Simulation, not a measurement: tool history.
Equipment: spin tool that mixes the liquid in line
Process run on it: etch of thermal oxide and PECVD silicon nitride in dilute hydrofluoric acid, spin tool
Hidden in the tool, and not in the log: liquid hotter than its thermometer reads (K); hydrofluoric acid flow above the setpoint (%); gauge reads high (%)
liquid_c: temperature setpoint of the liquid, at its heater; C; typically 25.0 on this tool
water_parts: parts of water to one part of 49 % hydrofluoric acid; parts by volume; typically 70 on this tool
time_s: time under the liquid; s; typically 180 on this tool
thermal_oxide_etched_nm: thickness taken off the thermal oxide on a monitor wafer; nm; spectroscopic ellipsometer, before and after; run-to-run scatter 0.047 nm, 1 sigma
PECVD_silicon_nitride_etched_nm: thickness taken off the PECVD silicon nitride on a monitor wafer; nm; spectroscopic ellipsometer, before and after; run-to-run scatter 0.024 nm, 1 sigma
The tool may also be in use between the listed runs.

run   hour  liquid_c  water_parts  time_s  wafers since the last listed run  hours since the thermometer was replaced  hours since the hydrofluoric acid flow meter was replaced  hours since the gauge calibration  read-back film thickness of the thermal oxide reference wafer, read on the same gauge (nm)  read-back film thickness of the PECVD silicon nitride reference wafer, read on the same gauge (nm)  thermal_oxide_etched_nm  PECVD_silicon_nitride_etched_nm
  1    0.0      23.5           70     180                                 0                                    2009.6                                                     1996.2                              124.1                                                                                      139.97                                                                                               90.00                    14.50                             5.59
  2   29.4      25.0           55     180                               130                                    2039.0                                                     2025.6                              153.5                                                                                      139.99                                                                                               89.99                    19.86                             7.90
  3   41.4      25.0           55     180                                53                                    2051.0                                                     2037.6                              165.5                                                                                      139.98                                                                                               89.99                    19.91                             7.87
  4   67.0      25.0           55     180                               113                                    2076.6                                                     2063.2                              191.1                                                                                      140.00                                                                                               90.01                    19.85                             7.90
  5   82.3      25.0           70     210                                68                                    2091.9                                                     2078.5                              206.4                                                                                      139.99                                                                                               89.99                    17.94                             7.18
     101.1  -- hydrofluoric acid flow meter replaced
  6  110.9      25.0           70     180                               122                                    2120.5                                                        9.8                              235.0                                                                                      139.98                                                                                               90.01                    15.39                             6.21
  7  130.4      25.0           70     180                                86                                    2140.0                                                       29.3                              254.5                                                                                      140.02                                                                                               90.01                    15.40                             6.26
  8  152.1      25.0           60     180                                96                                    2161.7                                                       51.0                              276.2                                                                                      139.99                                                                                               90.01                    18.19                             7.24
     161.6  -- gauge calibrated
     166.3  -- thermometer replaced
  9  168.5      22.0           90     225                                68                                       2.2                                                       67.4                                6.9                                                                                      140.00                                                                                               90.00                    11.72                             4.27
 10  189.4      25.0           70     180                                92                                      23.1                                                       88.3                               27.8                                                                                      140.02                                                                                               90.00                    14.01                             5.36
 11  213.3      23.0           45     180                               106                                      47.0                                                      112.2                               51.7                                                                                      140.00                                                                                               89.99                    20.79                             7.21
 12  247.7      25.0           70     180                               152                                      81.4                                                      146.6                               86.1                                                                                      140.00                                                                                               89.99                    14.03                             5.34
 13  277.2      20.5           85     220                               131                                     110.9                                                      176.1                              115.6                                                                                      139.99                                                                                               90.00                    11.57                             4.03
 14  297.9      21.0           45     110                                92                                     131.6                                                      196.8                              136.3                                                                                      140.00                                                                                               89.99                    11.77                             3.86
 15  314.8      25.0           90     180                                75                                     148.5                                                      213.7                              153.2                                                                                      140.01                                                                                               90.01                    10.78                             4.19

For each entry between runs, how does the tool's hidden state at the last listed run before it compare with that at the first listed run after it?
In the gap between runs 5 and 6: hydrofluoric acid flow meter replaced (hour 101.1)
  liquid hotter than its thermometer reads (K): 2.46 -> 2.49
  the result without the hidden state subtracted from the measured one, thermal_oxide_etched_nm: +1.67 -> +1.45 nm; PECVD_silicon_nitride_etched_nm: +1.07 -> +0.94 nm
In the gap between runs 8 and 9: gauge calibrated (hour 161.6); thermometer replaced (hour 166.3)
  liquid hotter than its thermometer reads (K): 2.54 -> 0.151
  the result without the hidden state subtracted from the measured one, thermal_oxide_etched_nm: +1.76 -> +0.07 nm; PECVD_silicon_nitride_etched_nm: +1.12 -> +0.04 nm
